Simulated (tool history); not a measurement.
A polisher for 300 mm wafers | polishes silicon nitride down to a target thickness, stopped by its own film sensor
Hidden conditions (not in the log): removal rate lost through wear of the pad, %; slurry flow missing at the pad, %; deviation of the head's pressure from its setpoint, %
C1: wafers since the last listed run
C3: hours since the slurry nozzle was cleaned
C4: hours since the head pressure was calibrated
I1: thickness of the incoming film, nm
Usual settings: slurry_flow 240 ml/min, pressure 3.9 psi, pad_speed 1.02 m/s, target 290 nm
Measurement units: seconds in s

Run 1, hour 0: usual settings but pad_speed 1.3 m/s; C1 0; wafers polished on this pad 1152; C3 416.6; C4 1058.3; I1 446.9. Result: seconds 73.6 s.
At hour 0.6: worn pad replaced by a new one.
At hour 16.2: slurry nozzle cleaned.
Run 2, hour 35.4: usual settings but pad_speed 1.3 m/s; C1 285; wafers polished on this pad 285; C3 19.2; C4 1093.7; I1 441.9. Result: seconds 68.7 s.
Run 3, hour 68.9: usual settings but pad_speed 1.3 m/s; C1 283; wafers polished on this pad 568; C3 52.7; C4 1127.2; I1 434.8. Result: seconds 67.1 s.
At hour 137.5: worn pad replaced by a new one.
Run 4, hour 138: usual settings; C1 550; wafers polished on this pad 4; C3 121.8; C4 1196.3; I1 435.2. Result: seconds 76.8 s.
Run 5, hour 163.4: usual settings; C1 214; wafers polished on this pad 219; C3 147.2; C4 1221.7; I1 445.9. Result: seconds 84.5 s.
At hour 240.7: head pressure recalibrated.
Run 6, hour 245.6: usual settings; C1 677; wafers polished on this pad 896; C3 229.4; C4 4.9; I1 434. Result: seconds 77 s.
Run 7, hour 263.3: usual settings; C1 149; wafers polished on this pad 1046; C3 247.1; C4 22.6; I1 436.2. Result: seconds 79.6 s.
At hour 268.7: worn pad replaced by a new one.
Run 8, hour 294.7: usual settings; C1 231; wafers polished on this pad 219; C3 278.5; C4 54; I1 431.8. Result: seconds 77.2 s.
Run 9, hour 312.5: usual settings; C1 150; wafers polished on this pad 370; C3 296.3; C4 71.8; I1 437.1. Result: seconds 80.2 s.
Run 10, hour 330.3: usual settings; C1 150; wafers polished on this pad 520; C3 314.1; C4 89.6; I1 437.1. Result: seconds 79.3 s.
Run 11, hour 343.5: usual settings but slurry_flow 200 ml/min; C1 111; wafers polished on this pad 631; C3 327.3; C4 102.8; I1 441.3. Result: seconds 81.8 s.
Run 12, hour 379: usual settings but slurry_flow 200 ml/min; C1 299; wafers polished on this pad 931; C3 362.8; C4 138.3; I1 435.4. Result: seconds 79.5 s.
Run 13, hour 393.1: usual settings but slurry_flow 200 ml/min; C1 119; wafers polished on this pad 1051; C3 376.9; C4 152.4; I1 442. Result: seconds 86.5 s.
At hour 416.2: worn pad replaced by a new one.
Run 14, hour 422.9: usual settings but slurry_flow 200 ml/min, pressure 4.9 psi, pad_speed 0.84 m/s, target 268 nm; C1 218; wafers polished on this pad 56; C3 406.7; C4 182.2; I1 447.7. Result: seconds 93.1 s.
Run 15, hour 456.3: usual settings; C1 282; wafers polished on this pad 338; C3 440.1; C4 215.6; I1 445.7. Result: seconds 84.1 s.
Run 16, hour 492.2: usual settings; C1 303; wafers polished on this pad 642; C3 476; C4 251.5; I1 440.4. Result: seconds 82.7 s.
Run 17, hour 505.7: usual settings but slurry_flow 260 ml/min, pressure 5 psi, pad_speed 0.92 m/s, target 312 nm; C1 114; wafers polished on this pad 756; C3 489.5; C4 265; I1 438.9. Result: seconds 59.9 s.
At hour 509.1: slurry nozzle cleaned.
Run 18, hour 527.3: usual settings but slurry_flow 160 ml/min; C1 174; wafers polished on this pad 930; C3 18.2; C4 286.6; I1 440.8. Result: seconds 88 s.
At hour 544.5: worn pad replaced by a new one.
Run 19, hour 546.8: usual settings but slurry_flow 315 ml/min, pad_speed 0.74 m/s, target 325 nm; C1 130; wafers polished on this pad 19; C3 37.7; C4 306.1; I1 439.8. Result: seconds 77.5 s.
Run 20, hour 570.8: usual settings but pad_speed 1.22 m/s; C1 202; wafers polished on this pad 221; C3 61.7; C4 330.1; I1 436.7. Result: seconds 73.2 s.
Run 21, hour 592.1: usual settings but slurry_flow 265 ml/min, pressure 4.9 psi, pad_speed 1.36 m/s, target 321 nm; C1 179; wafers polished on this pad 401; C3 83; C4 351.4; I1 441.7. Result: seconds 46.1 s.
Run 22, hour 645.5: usual settings but slurry_flow 320 ml/min, pressure 4.8 psi, pad_speed 1.3 m/s, target 329 nm; C1 451; wafers polished on this pad 853; C3 136.4; C4 404.8; I1 433.2. Result: seconds 41.2 s.
At hour 671.5: worn pad replaced by a new one.
Run 23, hour 672: usual settings but slurry_flow 200 ml/min; C1 190; wafers polished on this pad 3; C3 162.9; C4 431.3; I1 438.9. Result: seconds 88.3 s.
Run 24, hour 687.5: usual settings; C1 130; wafers polished on this pad 134; C3 178.4; C4 446.8; I1 446. Result: seconds 88.8 s.
At hour 688.8: slurry nozzle cleaned, repeated, since the last time left the tool worse.
Run 25, hour 716.7: usual settings but slurry_flow 280 ml/min, pressure 2.6 psi, pad_speed 1.34 m/s, target 334 nm; C1 238; wafers polished on this pad 373; C3 27.9; C4 476; I1 440.4. Result: seconds 64.6 s.
Run 26, hour 744.7: usual settings but pad_speed 1.32 m/s, target 341 nm; C1 236; wafers polished on this pad 609; C3 55.9; C4 504; I1 435.2. Result: seconds 43.4 s.

Entry by entry between the runs, the difference in hidden state between the last listed run before and the first listed run after:
Run 1 -> run 2: worn pad replaced by a new one (hour 0.6); slurry nozzle cleaned (hour 16.2)
  slurry flow missing at the pad, %: 20.2 -> 2.34
  measured less the result without the state, seconds: +1.5 -> +0.2 s
Run 3 -> run 4: worn pad replaced by a new one (hour 137.5)
  slurry flow missing at the pad, %: 5.76 -> 11
  measured less the result without the state, seconds: +0.4 -> +0.9 s
Run 5 -> run 6: head pressure recalibrated (hour 240.7)
  slurry flow missing at the pad, %: 12.4 -> 15.7
  measured less the result without the state, seconds: +1 -> +1.2 s
Run 7 -> run 8: worn pad replaced by a new one (hour 268.7)
  slurry flow missing at the pad, %: 16.2 -> 17
  measured less the result without the state, seconds: +1.3 -> +1.4 s
Run 13 -> run 14: worn pad replaced by a new one (hour 416.2)
  slurry flow missing at the pad, %: 18.8 -> 19.1
  measured less the result without the state, seconds: +1.9 -> +2.1 s
Run 17 -> run 18: slurry nozzle cleaned (hour 509.1)
  slurry flow missing at the pad, %: 19.8 -> 40.4
  measured less the result without the state, seconds: +1.2 -> +6 s
Run 18 -> run 19: worn pad replaced by a new one (hour 544.5)
  slurry flow missing at the pad, %: 40.4 -> 42.5
  measured less the result without the state, seconds: +6 -> +3.5 s
Run 22 -> run 23: worn pad replaced by a new one (hour 671.5)
  slurry flow missing at the pad, %: 50 -> 51.3
  measured less the result without the state, seconds: +2.3 -> +7.3 s
Run 24 -> run 25: slurry nozzle cleaned, repeated, since the last time left the tool worse (hour 688.8)
  slurry flow missing at the pad, %: 52 -> 5.66
  measured less the result without the state, seconds: +6.6 -> +0.3 s
